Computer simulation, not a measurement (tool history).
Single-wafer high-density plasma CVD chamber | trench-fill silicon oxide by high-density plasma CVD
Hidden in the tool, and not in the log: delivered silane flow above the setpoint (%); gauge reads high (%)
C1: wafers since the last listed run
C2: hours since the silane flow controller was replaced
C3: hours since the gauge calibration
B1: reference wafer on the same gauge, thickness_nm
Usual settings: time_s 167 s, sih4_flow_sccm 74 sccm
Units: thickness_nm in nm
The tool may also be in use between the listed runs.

Run 1, hour 0.0: usual settings; C1 0; C2 2214.5; C3 841.2; B1 1338.591. Result: thickness_nm 1135.057 nm.
Run 2, hour 64.4: usual settings; C1 469; C2 2278.9; C3 905.6; B1 1340.912. Result: thickness_nm 1138.261 nm.
Run 3, hour 151.9: usual settings; C1 638; C2 2366.4; C3 993.1; B1 1340.646. Result: thickness_nm 1137.819 nm.
Run 4, hour 237.2: usual settings but sih4_flow_sccm 84 sccm; C1 622; C2 2451.7; C3 1078.4; B1 1340.097. Result: thickness_nm 1272.407 nm.
Run 5, hour 274.4: usual settings but sih4_flow_sccm 84 sccm; C1 271; C2 2488.9; C3 1115.6; B1 1339.688. Result: thickness_nm 1277.659 nm.
Run 6, hour 340.3: usual settings but sih4_flow_sccm 84 sccm; C1 480; C2 2554.8; C3 1181.5; B1 1340.690. Result: thickness_nm 1274.820 nm.
Run 7, hour 414.1: usual settings but sih4_flow_sccm 65 sccm; C1 538; C2 2628.6; C3 1255.3; B1 1339.976. Result: thickness_nm 1014.287 nm.
Run 8, hour 475.0: usual settings but sih4_flow_sccm 65 sccm; C1 444; C2 2689.5; C3 1316.2; B1 1340.102. Result: thickness_nm 1013.078 nm.
Run 9, hour 513.8: usual settings; C1 282; C2 2728.3; C3 1355.0; B1 1339.003. Result: thickness_nm 1137.539 nm.
At hour 580.4: gauge calibrated.
Run 10, hour 581.4: usual settings; C1 492; C2 2795.9; C3 1.0; B1 1340.213. Result: thickness_nm 1144.103 nm.
Run 11, hour 655.2: usual settings; C1 538; C2 2869.7; C3 74.8; B1 1338.240. Result: thickness_nm 1140.766 nm.
Run 12, hour 730.4: usual settings but time_s 196 s, sih4_flow_sccm 82 sccm; C1 548; C2 2944.9; C3 150.0; B1 1340.022. Result: thickness_nm 1449.236 nm.
Run 13, hour 810.4: usual settings but time_s 183 s; C1 583; C2 3024.9; C3 230.0; B1 1339.402. Result: thickness_nm 1254.597 nm.
At hour 875.4: silane flow controller replaced.
Run 14, hour 892.8: usual settings but time_s 198 s, sih4_flow_sccm 65 sccm; C1 542; C2 17.4; C3 312.4; B1 1341.025. Result: thickness_nm 1262.725 nm.
Run 15, hour 955.7: usual settings; C1 458; C2 80.3; C3 375.3; B1 1341.712. Result: thickness_nm 1188.133 nm.
Run 16, hour 1025.5: usual settings; C1 508; C2 150.1; C3 445.1; B1 1340.623. Result: thickness_nm 1174.485 nm.
Run 17, hour 1087.0: usual settings but time_s 139 s, sih4_flow_sccm 85 sccm; C1 448; C2 211.6; C3 506.6; B1 1340.865. Result: thickness_nm 1121.176 nm.
Run 18, hour 1182.0: usual settings; C1 692; C2 306.6; C3 601.6; B1 1340.239. Result: thickness_nm 1172.078 nm.
Run 19, hour 1238.7: usual settings but time_s 197 s; C1 413; C2 363.3; C3 658.3; B1 1340.432. Result: thickness_nm 1383.481 nm.
Run 20, hour 1336.7: usual settings but time_s 134 s, sih4_flow_sccm 64 sccm; C1 714; C2 461.3; C3 756.3; B1 1340.244. Result: thickness_nm 824.913 nm.

The same runs without the tool's hidden state, with the same run-to-run variation:
run  thickness_nm
  1      1191.022
  2      1194.830
  3      1194.924
  4      1336.822
  5      1342.568
  6      1339.966
  7      1066.436
  8      1065.406
  9      1196.461
 10      1203.638
 11      1200.402
 12      1525.327
 13      1320.749
 14      1269.691
 15      1199.036
 16      1189.742
 17      1139.276
 18      1196.296
 19      1415.531
 20       847.333
